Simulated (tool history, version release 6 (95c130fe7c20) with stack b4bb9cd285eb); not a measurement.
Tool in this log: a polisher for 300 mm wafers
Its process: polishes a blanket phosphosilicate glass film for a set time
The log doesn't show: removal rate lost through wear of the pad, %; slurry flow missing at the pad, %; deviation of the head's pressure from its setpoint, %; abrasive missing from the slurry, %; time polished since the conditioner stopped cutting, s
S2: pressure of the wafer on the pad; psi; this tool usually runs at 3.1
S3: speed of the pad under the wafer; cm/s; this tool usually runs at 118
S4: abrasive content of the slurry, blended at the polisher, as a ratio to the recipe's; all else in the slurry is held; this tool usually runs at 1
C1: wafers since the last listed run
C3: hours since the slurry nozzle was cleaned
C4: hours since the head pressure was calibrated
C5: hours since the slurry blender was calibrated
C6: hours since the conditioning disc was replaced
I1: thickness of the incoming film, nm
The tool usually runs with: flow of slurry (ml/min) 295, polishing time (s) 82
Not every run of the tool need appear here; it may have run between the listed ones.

Run 1, hour 0: usual settings but S4 1.15; C1 0; wafers polished on this pad 1023; C3 262.4; C4 161.2; C5 18.3; C6 238.6; I1 4601.7. Result: film removed (nm) 742.7.
At hour 7.6: worn pad replaced by a new one.
Run 2, hour 48.5: usual settings but S4 1.15; C1 353; wafers polished on this pad 324; C3 310.9; C4 209.7; C5 66.8; C6 287.1; I1 4670.4. Result: film removed (nm) 761.8.
Run 3, hour 56.9: usual settings but S4 1.15; C1 66; wafers polished on this pad 391; C3 319.3; C4 218.1; C5 75.2; C6 295.5; I1 4666.9. Result: film removed (nm) 768.8.
Run 4, hour 73.8: usual settings; C1 134; wafers polished on this pad 525; C3 336.2; C4 235; C5 92.1; C6 312.4; I1 4550.7. Result: film removed (nm) 728.9.
Run 5, hour 84.4: usual settings; C1 84; wafers polished on this pad 609; C3 346.8; C4 245.6; C5 102.7; C6 323; I1 4579.9. Result: film removed (nm) 725.7.
Run 6, hour 92.6: usual settings; C1 65; wafers polished on this pad 674; C3 355; C4 253.8; C5 110.9; C6 331.2; I1 4605. Result: film removed (nm) 728.1.
Run 7, hour 105.3: usual settings but S3 86 cm/s; C1 100; wafers polished on this pad 775; C3 367.7; C4 266.5; C5 123.6; C6 343.9; I1 4671.8. Result: film removed (nm) 566.3.
Run 8, hour 116.3: usual settings; C1 87; wafers polished on this pad 862; C3 378.7; C4 277.5; C5 134.6; C6 354.9; I1 4696.5. Result: film removed (nm) 728.
Run 9, hour 123.7: usual settings; C1 58; wafers polished on this pad 921; C3 386.1; C4 284.9; C5 142; C6 362.3; I1 4557.4. Result: film removed (nm) 708.7.
Run 10, hour 132.4: usual settings but S4 0.8; C1 69; wafers polished on this pad 990; C3 394.8; C4 293.6; C5 150.7; C6 371; I1 4600.2. Result: film removed (nm) 652.
At hour 139.2: slurry nozzle cleaned.
Run 11, hour 149: usual settings; C1 123; wafers polished on this pad 1114; C3 9.8; C4 310.2; C5 167.3; C6 387.6; I1 4664.4. Result: film removed (nm) 719.5.
At hour 161.5: worn pad replaced by a new one.
Run 12, hour 162: usual settings but flow of slurry (ml/min) 190, S3 150 cm/s, S4 0.8, polishing time (s) 62; C1 71; wafers polished on this pad 3; C3 22.8; C4 323.2; C5 180.3; C6 400.6; I1 4664.7. Result: film removed (nm) 565.8.
At hour 164.9: conditioning disc replaced and pad reconditioned.
Run 13, hour 165.4: usual settings but S2 2.1 psi, S3 86 cm/s, S4 0.75, polishing time (s) 89; C1 11; wafers polished on this pad 14; C3 26.2; C4 326.6; C5 183.7; C6 0.5; I1 4603.3. Result: film removed (nm) 362.1.
At hour 179.2: head pressure recalibrated.
Run 14, hour 180.7: usual settings; C1 105; wafers polished on this pad 120; C3 41.5; C4 1.5; C5 199; C6 15.8; I1 4569.2. Result: film removed (nm) 721.7.
Run 15, hour 196.6: usual settings but flow of slurry (ml/min) 210, S3 130 cm/s; C1 126; wafers polished on this pad 246; C3 57.4; C4 17.4; C5 214.9; C6 31.7; I1 4597.5. Result: film removed (nm) 732.2.
At hour 205.1: slurry blender recalibrated.
Run 16, hour 210.8: usual settings but flow of slurry (ml/min) 330, S2 3.9 psi; C1 96; wafers polished on this pad 343; C3 71.6; C4 31.6; C5 5.7; C6 45.9; I1 4673.2. Result: film removed (nm) 915.1.
Run 17, hour 221.9: usual settings but S2 3.5 psi; C1 88; wafers polished on this pad 431; C3 82.7; C4 42.7; C5 16.8; C6 57; I1 4639.5. Result: film removed (nm) 804.7.
Run 18, hour 234.7: usual settings but polishing time (s) 95; C1 101; wafers polished on this pad 532; C3 95.5; C4 55.5; C5 29.6; C6 69.8; I1 4645.1. Result: film removed (nm) 824.3.
Run 19, hour 252.3: usual settings; C1 139; wafers polished on this pad 672; C3 113.1; C4 73.1; C5 47.2; C6 87.4; I1 4563.8. Result: film removed (nm) 723.5.
Run 20, hour 263.5: usual settings but polishing time (s) 74; C1 88; wafers polished on this pad 761; C3 124.3; C4 84.3; C5 58.4; C6 98.6; I1 4582. Result: film removed (nm) 649.8.
Run 21, hour 278.8: usual settings but S3 142 cm/s; C1 121; wafers polished on this pad 882; C3 139.6; C4 99.6; C5 73.7; C6 113.9; I1 4593.8. Result: film removed (nm) 834.5.

For each entry between runs, how does the tool's hidden state at the last listed run before it compare with that at the first listed run after it?
Runs 1 to 2: worn pad replaced by a new one (hour 7.6)
  no difference in the tool's unlogged condition between these two runs
Runs 10 to 11: slurry nozzle cleaned (hour 139.2)
  no difference in the tool's unlogged condition between these two runs
Runs 11 to 12: worn pad replaced by a new one (hour 161.5)
  no difference in the tool's unlogged condition between these two runs
Runs 12 to 13: conditioning disc replaced and pad reconditioned (hour 164.9)
  no difference in the tool's unlogged condition between these two runs
Runs 13 to 14: head pressure recalibrated (hour 179.2)
  no difference in the tool's unlogged condition between these two runs
Runs 15 to 16: slurry blender recalibrated (hour 205.1)
  no difference in the tool's unlogged condition between these two runs

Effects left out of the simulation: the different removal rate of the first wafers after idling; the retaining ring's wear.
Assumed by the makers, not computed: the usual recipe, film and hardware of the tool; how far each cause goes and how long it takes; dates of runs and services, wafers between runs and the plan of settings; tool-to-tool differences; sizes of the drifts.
